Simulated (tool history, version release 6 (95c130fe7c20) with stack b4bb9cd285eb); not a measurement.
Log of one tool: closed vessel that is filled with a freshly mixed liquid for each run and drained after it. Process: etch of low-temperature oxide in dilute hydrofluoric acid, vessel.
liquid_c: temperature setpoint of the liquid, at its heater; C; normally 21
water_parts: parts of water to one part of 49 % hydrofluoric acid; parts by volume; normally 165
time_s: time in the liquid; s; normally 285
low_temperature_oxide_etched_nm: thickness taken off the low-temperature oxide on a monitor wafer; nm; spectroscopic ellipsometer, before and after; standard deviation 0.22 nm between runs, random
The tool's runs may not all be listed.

| run | day | liquid_c | water_parts | time_s | read-back film thickness of the low-temperature oxide reference wafer, read on the same gauge (nm) | low_temperature_oxide_etched_nm |
|---|---|---|---|---|---|---|
| 1 | 0 | 21 | 165 | 180 | 120.02 | 14.94 |
| 2 | 1.167 | 22.5 | 165 | 285 | 120.01 | 24.86 |
|  | 1.475 | hydrofluoric acid flow meter replaced |
| 3 | 3.633 | 21 | 230 | 285 | 119.99 | 17.04 |
| 4 | 5.296 | 21 | 230 | 285 | 120 | 16.84 |
| 5 | 6.821 | 21 | 165 | 285 | 120 | 24.55 |
| 6 | 8.604 | 21 | 165 | 285 | 119.99 | 24.31 |
|  | 9.479 | thermometer replaced |
| 7 | 10.904 | 21 | 165 | 285 | 120 | 26.37 |
| 8 | 13.608 | 21 | 165 | 285 | 119.97 | 25.88 |
| 9 | 14.617 | 21 | 165 | 285 | 120.01 | 25.63 |
| 10 | 16.571 | 21 | 165 | 285 | 120.04 | 24.93 |
| 11 | 17.929 | 21 | 165 | 285 | 119.99 | 25.15 |
| 12 | 19.521 | 21 | 115 | 285 | 119.97 | 36.94 |
| 13 | 22.171 | 21 | 115 | 285 | 120.01 | 36.35 |
|  | 24.05 | hydrofluoric acid flow meter replaced |
| 14 | 24.208 | 21 | 165 | 285 | 120.05 | 26.32 |
| 15 | 25.271 | 23 | 215 | 285 | 120.01 | 20.89 |
| 16 | 27.104 | 21 | 165 | 235 | 120.03 | 21.24 |
| 17 | 28.488 | 21 | 165 | 285 | 120.02 | 25.39 |
| 18 | 31.404 | 19.5 | 165 | 285 | 120.01 | 23.21 |
| 19 | 33.892 | 21 | 165 | 285 | 120.02 | 24.41 |
|  | 34.142 | gauge calibrated |
|  | 34.579 | thermometer replaced |
| 20 | 34.904 | 21 | 200 | 285 | 120.03 | 21.34 |
| 21 | 37.046 | 23.5 | 165 | 195 | 119.99 | 19.61 |
| 22 | 38.546 | 24.5 | 120 | 330 | 120.01 | 49.49 |
| 23 | 41.092 | 25 | 165 | 285 | 119.99 | 29.11 |
| 24 | 43.204 | 21 | 165 | 285 | 119.97 | 24.55 |
| 25 | 44.729 | 26 | 230 | 160 | 120 | 11.01 |
|  | 45 | hydrofluoric acid flow meter replaced |
| 26 | 46.938 | 21 | 165 | 285 | 120.01 | 26.16 |

Predict each of these 5 candidate next runs independently; none follows another, all start after run 26:
| A | 46.967 | 21 | 165 | 285 | ? | ? |
| B | 46.967 | 21 | 165 | 140 | ? | ? |
| C | 46.967 | 23 | 100 | 400 | ? | ? |
| D | 46.967 | 17.5 | 215 | 155 | ? | ? |
| E | 46.967 | 23 | 130 | 170 | ? | ? |

| run | read-back film thickness of the low-temperature oxide reference wafer, read on the same gauge (nm) | low_temperature_oxide_etched_nm |
|---|---|---|
| A | 120.01 | 25.89 |
| B | 120.01 | 12.72 |
| C | 120.01 | 69.75 |
| D | 120.01 | 8.97 |
| E | 120.01 | 22.03 |
Had the tool no hidden state, the same runs would have come out as:
| run | low_temperature_oxide_etched_nm |
|---|---|
| A | 27.61 |
| B | 13.56 |
| C | 74.42 |
| D | 9.57 |
| E | 23.49 |
